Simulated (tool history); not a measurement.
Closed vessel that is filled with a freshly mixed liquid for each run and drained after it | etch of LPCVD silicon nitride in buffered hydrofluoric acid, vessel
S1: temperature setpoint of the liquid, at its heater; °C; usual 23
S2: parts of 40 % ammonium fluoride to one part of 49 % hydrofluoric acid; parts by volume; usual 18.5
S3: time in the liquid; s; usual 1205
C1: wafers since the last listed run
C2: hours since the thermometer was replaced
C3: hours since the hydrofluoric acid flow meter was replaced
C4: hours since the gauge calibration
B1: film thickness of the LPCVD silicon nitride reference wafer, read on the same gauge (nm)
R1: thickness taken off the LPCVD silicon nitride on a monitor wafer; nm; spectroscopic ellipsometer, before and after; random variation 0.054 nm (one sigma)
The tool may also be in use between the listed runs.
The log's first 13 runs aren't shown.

run	hour	S1	S2	S3	C1	C2	C3	C4	B1	R1
14	642.1	23	18.5	1205	3239	1993.6	239.3	2237.1	119.99	8.75
15	683.1	23	23	1390	1884	2034.6	280.3	2278.1	120	8.43
# hour 702.5: thermometer replaced
16	724.6	23	18.5	1535	1861	22.1	321.8	2319.6	119.99	10.57
# hour 732.6: gauge calibrated
17	756.2	25	11	1545	1452	53.7	353.4	23.6	120.01	19.64
18	840.1	27.5	11	1860	3855	137.6	437.3	107.5	119.99	26.9
19	885.1	23	18.5	1205	2067	182.6	482.3	152.5	120.03	8.22
20	911.9	19.5	18.5	1205	1231	209.4	509.1	179.3	120.01	6.85
21	965	18	24.5	815	2440	262.5	562.2	232.4	119.97	3.42
22	1020.7	23	18.5	1205	2559	318.2	617.9	288.1	119.99	8.32
23	1045.3	18.5	18.5	1575	1130	342.8	642.5	312.7	119.98	8.51
24	1104.4	23	18.5	1205	2715	401.9	701.6	371.8	120.02	8.33
25	1175.3	23	23	1205	3258	472.8	772.5	442.7	120	7.02
# hour 1215.3: hydrofluoric acid flow meter replaced
26	1220.1	23	18.5	1510	2012	517.6	4.8	487.5	119.97	10.44
27	1344.5	23	25	1205	5716	642	129.2	611.9	119.99	6.74
28	1380.1	27.5	18.5	490	1635	677.6	164.8	647.5	120	4.37
29	1430.1	21.5	18.5	675	2297	727.6	214.8	697.5	119.99	4.31
30	1625.1	19.5	22	1820	8961	922.6	409.8	892.5	119.98	9.11
31	1689.4	23	23.5	1205	2954	986.9	474.1	956.8	120	7.05
32	1734.3	21	15	485	2063	1031.8	519	1001.7	120.01	3.75

4 ways to go on from here, each from the tool as it stands after run 32. What would each give?
A	1735.3	23	18.5	1205	45	1032.8	520	1002.7	?	?
B	1735.3	28	18.5	670	45	1032.8	520	1002.7	?	?
C	1735.3	21.5	14.5	1205	45	1032.8	520	1002.7	?	?
D	1735.3	23	18.5	1010	45	1032.8	520	1002.7	?	?

run	B1	R1
A	119.99	8.54
B	119.99	6.22
C	119.99	10
D	119.99	7.16
Without the tool's hidden state the same runs would have given:
run	R1
A	8.25
B	6.02
C	9.66
D	6.92
